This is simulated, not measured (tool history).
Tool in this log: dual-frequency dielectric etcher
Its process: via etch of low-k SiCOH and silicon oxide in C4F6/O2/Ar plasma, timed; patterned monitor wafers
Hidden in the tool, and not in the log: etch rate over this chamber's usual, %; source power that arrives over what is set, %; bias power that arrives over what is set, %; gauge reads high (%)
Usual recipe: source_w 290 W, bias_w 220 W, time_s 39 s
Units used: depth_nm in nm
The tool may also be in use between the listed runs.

run   hour  source_w  bias_w  time_s  wafers since the last listed run  hours since the last wet clean  hours since the last source power generator calibration  hours since the last bias power generator calibration  hours since the last upper electrode change  hours since the gauge calibration  read-back reference wafer on the same gauge, depth_nm  depth_nm
  1      0       290     220      39                                 0                           185.6                                                   1477.2                                                 2088.5                                       5599.9                              532.5                                                   72.2      89.2
  2   30.6       290     220      39                               383                           216.2                                                   1507.8                                                 2119.1                                       5630.5                              563.1                                                   72.2      88.8
  3   44.5       260     220      39                               174                           230.1                                                   1521.7                                                   2133                                       5644.4                                577                                                   72.2      84.9
  4   68.1       290     220      39                               296                           253.7                                                   1545.3                                                 2156.6                                         5668                              600.6                                                   72.2      88.9
  5  100.7       290     220      39                               408                           286.3                                                   1577.9                                                 2189.2                                       5700.6                              633.2                                                   72.2      89.1
  6  131.6       290     263      48                               387                           317.2                                                   1608.8                                                 2220.1                                       5731.5                              664.1                                                   72.2     120.6
  7  159.3       290     263      48                               347                           344.9                                                   1636.5                                                 2247.8                                       5759.2                              691.8                                                   72.2     120.3
  8  187.2       290     220      39                               349                           372.8                                                   1664.4                                                 2275.7                                       5787.1                              719.7                                                   72.2      89.6
  9  214.5       290     220      39                               342                           400.1                                                   1691.7                                                   2303                                       5814.4                                747                                                   72.2      89.4
     229.2  -- gauge calibrated
     256.8  -- wet clean of the chamber
 10  257.3       290     220      39                               235                             0.5                                                   1734.5                                                 2345.8                                       5857.2                               28.1                                                   72.2      89.1
 11  257.6       270     220      35                                 3                             0.8                                                   1734.8                                                 2346.1                                       5857.5                               28.4                                                   72.3      77.5
     283.2  -- bias power generator calibrated
 12  286.7       290     220    45.5                               314                            29.9                                                   1763.9                                                    3.5                                       5886.6                               57.5                                                   72.2     104.1
 13  305.4       290     220    47.5                               234                            48.6                                                   1782.6                                                   22.2                                       5905.3                               76.2                                                   72.2     108.7
 14  331.8       290     192      39                               331                              75                                                     1809                                                   48.6                                       5931.7                              102.6                                                   72.2      82.7
 15    347       230     248    33.5                               190                            90.2                                                   1824.2                                                   63.8                                       5946.9                              117.8                                                   72.2      73.6
 16  376.9       290     220      44                               375                           120.1                                                   1854.1                                                   93.7                                       5976.8                              147.7                                                   72.2     100.9
 17  408.8       230     220      39                               400                             152                                                     1886                                                  125.6                                       6008.7                              179.6                                                   72.2      80.8
 18  420.9       290     220      39                               151                           164.1                                                   1898.1                                                  137.7                                       6020.8                              191.7                                                   72.2      89.4
 19    440       230     200    33.5                               239                           183.2                                                   1917.2                                                  156.8                                       6039.9                              210.8                                                   72.2      66.1
       491  -- upper electrode replaced
 20  491.5       290     220      39                               344                           234.7                                                   1968.7                                                  208.3                                          0.5                              262.3                                                   72.2      89.6
 21  499.1       290     220      39                                95                           242.3                                                   1976.3                                                  215.9                                          8.1                              269.9                                                   72.2      89.5
     519.6  -- source power generator calibrated
 22  536.1       270     235      29                               413                           279.3                                                     16.5                                                  252.9                                         45.1                              306.9                                                   72.2      65.6
 23  564.8       290     220      39                               359                             308                                                     45.2                                                  281.6                                         73.8                              335.6                                                   72.2      87.9
 24  584.7       290     201    47.5                               249                           327.9                                                     65.1                                                  301.5                                         93.7                              355.5                                                   72.2     102.3
 25  600.1       250     220      31                               193                           343.3                                                     80.5                                                  316.9                                        109.1                              370.9                                                   72.2      65.7
 26  623.8       310     220    33.5                               297                             367                                                    104.2                                                  340.6                                        132.8                              394.6                                                   72.2      77.9
 27  653.3       330     247      42                               370                           396.5                                                    133.7                                                  370.1                                        162.3                              424.1                                                   72.2     106.6

Take each entry between the runs: how does the hidden state at the last listed run before it differ from the hidden state at the first listed run after it?
After run 9, before run 10: gauge calibrated (hour 229.2); wet clean of the chamber (hour 256.8)
  etch rate over this chamber's usual, %: 0.584 -> 0.106; source power that arrives over what is set, %: 4.01 -> 4.11
  what was measured, less what the result would be without the hidden state, depth_nm: +2 -> +1.6 nm
After run 11, before run 12: bias power generator calibrated (hour 283.2)
  etch rate over this chamber's usual, %: 0.107 -> 0.146; source power that arrives over what is set, %: 4.11 -> 4.18
  what was measured, less what the result would be without the hidden state, depth_nm: +1.4 -> +2 nm
After run 19, before run 20: upper electrode replaced (hour 491)
  etch rate over this chamber's usual, %: 0.352 -> 0.422; source power that arrives over what is set, %: 4.53 -> 4.65
  what was measured, less what the result would be without the hidden state, depth_nm: +1.5 -> +2.1 nm
After run 21, before run 22: source power generator calibrated (hour 519.6)
  etch rate over this chamber's usual, %: 0.432 -> 0.482; source power that arrives over what is set, %: 4.67 -> 0.451
  what was measured, less what the result would be without the hidden state, depth_nm: +2.1 -> +0.4 nm
